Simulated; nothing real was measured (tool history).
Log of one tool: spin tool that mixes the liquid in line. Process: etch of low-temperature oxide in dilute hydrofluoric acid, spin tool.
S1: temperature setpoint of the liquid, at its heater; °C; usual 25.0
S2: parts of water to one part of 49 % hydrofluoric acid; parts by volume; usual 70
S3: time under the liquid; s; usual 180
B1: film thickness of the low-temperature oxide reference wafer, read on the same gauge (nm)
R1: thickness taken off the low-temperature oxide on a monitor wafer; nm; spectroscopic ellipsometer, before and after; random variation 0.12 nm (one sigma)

{"run": 1, "hour": 0.0, "S1": 27.5, "S2": 85, "S3": 180, "B1": 80.0, "R1": 30.37}
{"run": 2, "hour": 28.8, "S1": 28.5, "S2": 70, "S3": 120, "B1": 79.97, "R1": 26.24}
{"run": 3, "hour": 43.4, "S1": 28.5, "S2": 70, "S3": 120, "B1": 79.94, "R1": 26.08}
{"run": 4, "hour": 69.8, "S1": 27.0, "S2": 70, "S3": 250, "B1": 79.97, "R1": 51.17}
{"run": 5, "hour": 90.6, "S1": 27.0, "S2": 70, "S3": 250, "B1": 79.98, "R1": 51.5}
{"run": 6, "hour": 112.2, "S1": 25.0, "S2": 50, "S3": 125, "B1": 80.01, "R1": 34.18}
{"run": 7, "hour": 128.9, "S1": 25.0, "S2": 50, "S3": 125, "B1": 79.99, "R1": 34.3}
{"run": 8, "hour": 141.2, "S1": 25.0, "S2": 45, "S3": 180, "B1": 80.0, "R1": 55.44}
{"hour": 143.0, "done": "hydrofluoric acid flow meter replaced"}
{"run": 9, "hour": 166.4, "S1": 23.0, "S2": 90, "S3": 225, "B1": 80.01, "R1": 33.21}
{"run": 10, "hour": 179.9, "S1": 29.0, "S2": 70, "S3": 130, "B1": 79.98, "R1": 32.22}
{"run": 11, "hour": 200.5, "S1": 23.5, "S2": 70, "S3": 180, "B1": 80.03, "R1": 35.87}
{"hour": 276.0, "done": "gauge calibrated"}
{"hour": 276.4, "done": "thermometer replaced"}
{"run": 12, "hour": 280.6, "S1": 21.5, "S2": 100, "S3": 225, "B1": 80.01, "R1": 24.86}
{"run": 13, "hour": 314.8, "S1": 25.0, "S2": 70, "S3": 150, "B1": 79.99, "R1": 28.48}
{"run": 14, "hour": 349.3, "S1": 25.0, "S2": 105, "S3": 180, "B1": 79.96, "R1": 21.69}
{"run": 15, "hour": 375.3, "S1": 25.0, "S2": 70, "S3": 180, "B1": 79.98, "R1": 33.82}
{"run": 16, "hour": 405.6, "S1": 27.0, "S2": 70, "S3": 180, "B1": 79.99, "R1": 36.71}

What the log doesn't show, run by run:
gauge reads high (%): 0 in every run
H1: liquid hotter than its thermometer reads (K)
H2: hydrofluoric acid flow below the setpoint (%)
run=1 H1=2.67 H2=10.4
run=2 H1=2.7 H2=10.6
run=3 H1=2.71 H2=10.6
run=4 H1=2.74 H2=10.8
run=5 H1=2.76 H2=10.9
run=6 H1=2.78 H2=11
run=7 H1=2.8 H2=11.1
run=8 H1=2.81 H2=11.1
run=9 H1=2.84 H2=1.94
run=10 H1=2.85 H2=2.01
run=11 H1=2.88 H2=2.12
run=12 H1=0.0818 H2=2.53
run=13 H1=0.117 H2=2.7
run=14 H1=0.153 H2=2.88
run=15 H1=0.18 H2=3.01
run=16 H1=0.211 H2=3.16
